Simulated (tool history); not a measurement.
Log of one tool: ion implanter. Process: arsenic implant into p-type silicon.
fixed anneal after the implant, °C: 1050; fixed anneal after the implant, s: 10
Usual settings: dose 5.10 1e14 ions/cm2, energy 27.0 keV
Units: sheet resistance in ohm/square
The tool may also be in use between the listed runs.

run	hour	dose	energy	read-back reference wafer on the same gauge, sheet resistance	sheet resistance
1	0.0	3.90	27.0	166.72	231.92
2	43.3	3.90	27.0	166.71	232.16
3	76.1	5.83	27.0	166.61	171.32
4	139.2	5.10	27.0	166.63	189.98
# hour 181.9: gauge calibrated
5	189.2	5.10	27.0	170.68	194.10
6	251.1	5.10	27.0	169.57	193.45
7	278.4	5.10	27.0	169.72	193.18
8	341.2	3.97	27.0	168.48	232.53
9	377.7	3.97	27.0	168.24	231.32
10	427.7	3.97	27.0	168.19	231.26
11	462.9	5.43	27.0	167.59	180.43
12	527.7	5.43	27.0	167.15	182.34
13	579.5	5.43	27.0	166.88	180.91
14	643.2	5.10	27.0	166.89	190.49
15	674.1	6.53	30.5	166.76	155.63
16	705.4	3.90	27.0	166.71	233.11
# hour 728.0: extraction supply calibrated
17	772.4	6.59	27.0	166.74	155.67
18	807.4	3.73	18.0	166.78	253.80
# hour 845.8: gauge calibrated
19	876.6	6.49	35.5	171.03	154.56
# hour 920.9: Faraday cup replaced and dose calibrated
20	922.3	3.69	27.0	170.17	247.49
21	974.0	5.10	27.0	169.38	192.45
22	1033.5	3.60	32.0	168.87	243.33
23	1063.9	6.31	20.5	168.58	170.46
24	1094.3	5.92	31.5	168.22	167.04
25	1124.9	4.54	23.5	168.04	212.33
26	1177.6	6.41	18.5	167.82	171.34
27	1248.7	5.10	27.0	167.40	191.91
28	1276.2	6.43	32.0	167.61	156.08

Forecast each of these 4 alternatives for the next run:
A	1276.6	5.10	27.0	?	?
B	1276.6	6.15	30.0	?	?
C	1276.6	5.10	36.0	?	?
D	1276.6	5.10	20.5	?	?

run	read-back reference wafer on the same gauge, sheet resistance	sheet resistance
A	167.44	190.22
B	167.44	162.66
C	167.44	182.15
D	167.44	197.94
Without the tool's hidden state the same runs would have given:
run	sheet resistance
A	194.28
B	166.13
C	186.04
D	202.17
